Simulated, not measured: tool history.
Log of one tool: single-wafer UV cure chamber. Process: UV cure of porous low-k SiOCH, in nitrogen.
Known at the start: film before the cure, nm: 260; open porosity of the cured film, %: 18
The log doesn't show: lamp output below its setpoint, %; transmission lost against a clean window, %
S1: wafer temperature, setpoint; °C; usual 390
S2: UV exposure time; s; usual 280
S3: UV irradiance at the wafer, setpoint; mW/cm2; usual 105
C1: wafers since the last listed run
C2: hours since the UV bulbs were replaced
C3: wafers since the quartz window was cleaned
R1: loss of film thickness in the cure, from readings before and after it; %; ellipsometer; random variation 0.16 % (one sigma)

Run 1, day 0: usual settings; C1 0; C2 894.4; C3 643. Result: R1 11.272 %.
Run 2, day 1.3: usual settings; C1 327; C2 925.6; C3 971. Result: R1 10.777 %.
Run 3, day 2.208: usual settings but S2 205 s; C1 229; C2 947.4; C3 1200. Result: R1 9.721 %.
Run 4, day 3.108: usual settings but S2 205 s; C1 227; C2 969; C3 1427. Result: R1 9.457 %.
Run 5, day 3.771: usual settings; C1 167; C2 984.9; C3 1594. Result: R1 10.877 %.
At day 4.754: quartz window cleaned.
Run 6, day 5.029: usual settings; C1 233; C2 1015.1; C3 69. Result: R1 10.562 %.
Run 7, day 6.371: usual settings; C1 338; C2 1047.3; C3 407. Result: R1 10.399 %.
Run 8, day 7.062: usual settings; C1 174; C2 1063.9; C3 582. Result: R1 10.519 %.
At day 9.454: UV bulbs replaced.
Run 9, day 9.696: usual settings; C1 580; C2 5.8; C3 1162. Result: R1 12.378 %.
Run 10, day 10.204: usual settings but S1 400 °C; C1 128; C2 18; C3 1290. Result: R1 12.935 %.
Run 11, day 10.871: usual settings; C1 168; C2 34; C3 1458. Result: R1 12.754 %.
At day 11.946: quartz window cleaned.
Run 12, day 11.967: usual settings but S1 402 °C; C1 192; C2 60.3; C3 5. Result: R1 12.7 %.
Run 13, day 12.654: usual settings; C1 173; C2 76.8; C3 178. Result: R1 12.418 %.
Run 14, day 13.767: usual settings but S1 402 °C, S3 76 mW/cm2; C1 280; C2 103.5; C3 459. Result: R1 11.103 %.
Run 15, day 14.592: usual settings but S1 381 °C, S2 155 s, S3 126 mW/cm2; C1 208; C2 123.3; C3 667. Result: R1 10.51 %.
Run 16, day 15.421: usual settings but S1 377 °C, S2 350 s, S3 84 mW/cm2; C1 209; C2 143.2; C3 876. Result: R1 11.946 %.
Run 17, day 15.954: usual settings but S1 397 °C, S2 135 s, S3 83 mW/cm2; C1 134; C2 156; C3 1011. Result: R1 8.121 %.
Run 18, day 17.171: usual settings but S1 402 °C; C1 306; C2 185.2; C3 1318. Result: R1 12.175 %.
At day 19.871: quartz window cleaned.
Run 19, day 20.533: usual settings but S1 384 °C, S2 405 s, S3 125 mW/cm2; C1 764; C2 265.9; C3 167. Result: R1 14.275 %.
Run 20, day 21.079: usual settings; C1 137; C2 279; C3 304. Result: R1 11.966 %.
Run 21, day 22.246: usual settings but S1 406 °C, S2 340 s, S3 87 mW/cm2; C1 294; C2 307; C3 599. Result: R1 12.453 %.

Some steps in R1 between neighbouring runs. How much of each would the tool show without its hidden state too (settings, what came in, random variation), and how much is left for the hidden state, with any gauge scatter that isn't in both results?
Run 8 -> 9: UV bulbs replaced. R1 +1.859 %: hidden state +1.866, all else -0.007.
Run 16 -> 17: S1 377 -> 397, S2 350 -> 135, S3 84 -> 83. R1 -3.825 %: hidden state +0.013, all else -3.838.
Run 17 -> 18: S1 397 -> 402, S2 135 -> 280, S3 83 -> 105. R1 +4.054 %: hidden state -0.077, all else +4.131.
Run 18 -> 19: S1 402 -> 384, S2 280 -> 405, S3 105 -> 125, quartz window cleaned. R1 +2.1 %: hidden state -0.144, all else +2.244.
